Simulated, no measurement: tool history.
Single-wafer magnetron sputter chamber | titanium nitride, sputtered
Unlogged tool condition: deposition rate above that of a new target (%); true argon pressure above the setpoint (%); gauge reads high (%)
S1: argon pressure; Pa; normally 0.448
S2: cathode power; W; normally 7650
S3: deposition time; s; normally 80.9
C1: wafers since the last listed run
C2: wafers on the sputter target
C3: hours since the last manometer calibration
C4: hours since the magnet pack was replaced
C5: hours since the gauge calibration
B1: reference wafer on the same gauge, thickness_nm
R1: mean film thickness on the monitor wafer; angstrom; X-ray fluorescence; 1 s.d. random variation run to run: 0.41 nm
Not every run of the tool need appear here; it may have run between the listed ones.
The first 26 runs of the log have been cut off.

run 27 hour=333.8 | S1=0.548 S2=8700 S3=85.6 | C1=217 C2=3297 C3=165.2 C4=233.5 C5=23.1 | B1=98.124 | R1=1282.79
run 28 hour=345.6 | S1=0.308 S2=7650 S3=93.7 | C1=211 C2=3508 C3=177.0 C4=245.3 C5=34.9 | B1=98.112 | R1=1386.60
run 29 hour=356.6 | S1=0.366 S2=7650 S3=90.3 | C1=197 C2=3706 C3=188.0 C4=256.3 C5=45.9 | B1=97.938 | R1=1289.21
run 30 hour=379.8 | S1=0.502 S2=7650 S3=88.5 | C1=416 C2=4123 C3=211.2 C4=279.5 C5=69.1 | B1=97.971 | R1=1191.69
run 31 hour=389.4 | S1=0.307 S2=6650 S3=92.1 | C1=172 C2=4295 C3=220.8 C4=289.1 C5=78.7 | B1=98.120 | R1=1184.69
run 32 hour=397.6 | S1=0.278 S2=6050 S3=80.9 | C1=147 C2=4442 C3=229.0 C4=297.3 C5=86.9 | B1=98.070 | R1=953.24
-- hour=413.8 sputter target and shields replaced
run 33 hour=449.6 | S1=0.448 S2=7650 S3=80.9 | C1=790 C2=642 C3=281.0 C4=349.3 C5=138.9 | B1=97.958 | R1=1117.05
run 34 hour=460.5 | S1=0.448 S2=7650 S3=80.9 | C1=195 C2=837 C3=291.9 C4=360.2 C5=149.8 | B1=98.141 | R1=1110.86
run 35 hour=495.3 | S1=0.293 S2=7100 S3=80.9 | C1=625 C2=1462 C3=326.7 C4=395.0 C5=184.6 | B1=97.983 | R1=1113.62

Below are 4 alternative next runs, each starting from the tool's condition after run 35. Predict each:
run A hour=495.7 | S1=0.448 S2=8750 S3=80.9 | C1=7 C2=1470 C3=327.1 C4=395.4 C5=185.0 | B1=? | R1=?
run B hour=495.7 | S1=0.448 S2=6850 S3=80.9 | C1=7 C2=1470 C3=327.1 C4=395.4 C5=185.0 | B1=? | R1=?
run C hour=495.7 | S1=0.345 S2=7650 S3=80.9 | C1=7 C2=1470 C3=327.1 C4=395.4 C5=185.0 | B1=? | R1=?
run D hour=495.7 | S1=0.448 S2=8450 S3=73.2 | C1=7 C2=1470 C3=327.1 C4=395.4 C5=185.0 | B1=? | R1=?

run=A B1=98.031 R1=1279.78
run=B B1=98.031 R1=1001.89
run=C B1=98.031 R1=1175.37
run=D B1=98.031 R1=1118.27
With no hidden state in the tool, these same runs would have given:
run=A R1=1274.51
run=B R1=997.76
run=C R1=1171.94
run=D R1=1113.67

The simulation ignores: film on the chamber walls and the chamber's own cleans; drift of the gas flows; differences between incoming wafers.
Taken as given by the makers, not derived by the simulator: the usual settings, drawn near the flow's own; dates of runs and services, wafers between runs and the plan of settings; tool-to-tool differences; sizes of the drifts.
